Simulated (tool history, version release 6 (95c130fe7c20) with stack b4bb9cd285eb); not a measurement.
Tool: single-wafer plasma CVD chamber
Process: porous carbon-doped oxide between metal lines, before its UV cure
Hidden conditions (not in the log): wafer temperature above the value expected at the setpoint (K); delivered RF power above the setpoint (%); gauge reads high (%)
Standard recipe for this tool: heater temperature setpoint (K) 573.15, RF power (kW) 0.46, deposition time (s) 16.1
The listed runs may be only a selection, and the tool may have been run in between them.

| run | day | heater temperature setpoint (K) | RF power (kW) | deposition time (s) | wafers since the last listed run | hours since the last thermocouple change | hours since the last RF generator calibration | hours since the showerhead was replaced | hours since the gauge calibration | read-back reference wafer on the same gauge, thickness_nm | mean film thickness on the monitor wafer (angstrom) |
|---|---|---|---|---|---|---|---|---|---|---|---|
| 1 | 0 | 573.15 | 0.43 | 16.1 | 0 | 550.6 | 886.3 | 4459.9 | 598.3 | 74.892 | 750.6 |
| 2 | 2.004 | 573.15 | 0.43 | 16.1 | 1183 | 598.7 | 934.4 | 4508 | 646.4 | 74.738 | 747.21 |
| 3 | 6.179 | 573.15 | 0.48 | 14.8 | 2466 | 698.9 | 1034.6 | 4608.2 | 746.6 | 74.905 | 749.36 |
| 4 | 8.862 | 573.15 | 0.46 | 17.7 | 1585 | 763.3 | 1099 | 4672.6 | 811 | 74.755 | 863.69 |
| 5 | 11.096 | 573.15 | 0.46 | 17.7 | 1319 | 816.9 | 1152.6 | 4726.2 | 864.6 | 74.846 | 859.66 |
| 6 | 12.938 | 566.15 | 0.44 | 16.1 | 1087 | 861.1 | 1196.8 | 4770.4 | 908.8 | 74.787 | 797.5 |
|  | 16.146 | gauge calibrated |
| 7 | 17.417 | 566.15 | 0.44 | 16.1 | 2645 | 968.6 | 1304.3 | 4877.9 | 30.5 | 74.871 | 799.58 |
|  | 19.142 | thermocouple changed; heater temperature recalibrated |
| 8 | 19.567 | 566.15 | 0.44 | 16.1 | 1073 | 10.2 | 1355.9 | 4929.5 | 82.1 | 74.79 | 796.81 |
|  | 20.904 | showerhead replaced |
| 9 | 22.971 | 573.15 | 0.46 | 18.1 | 1813 | 91.9 | 1437.6 | 49.6 | 163.8 | 74.78 | 873.78 |

What will run 10 give?
| 10 | 26.271 | 561.15 | 0.395 | 18.4 | 1949 | 171.1 | 1516.8 | 128.8 | 243 | ? | ? |

read-back reference wafer on the same gauge, thickness_nm: 74.818
mean film thickness on the monitor wafer (angstrom): 861.83
Minus the tool's unlogged condition, the same run would have read mean film thickness on the monitor wafer (angstrom) 861.83.
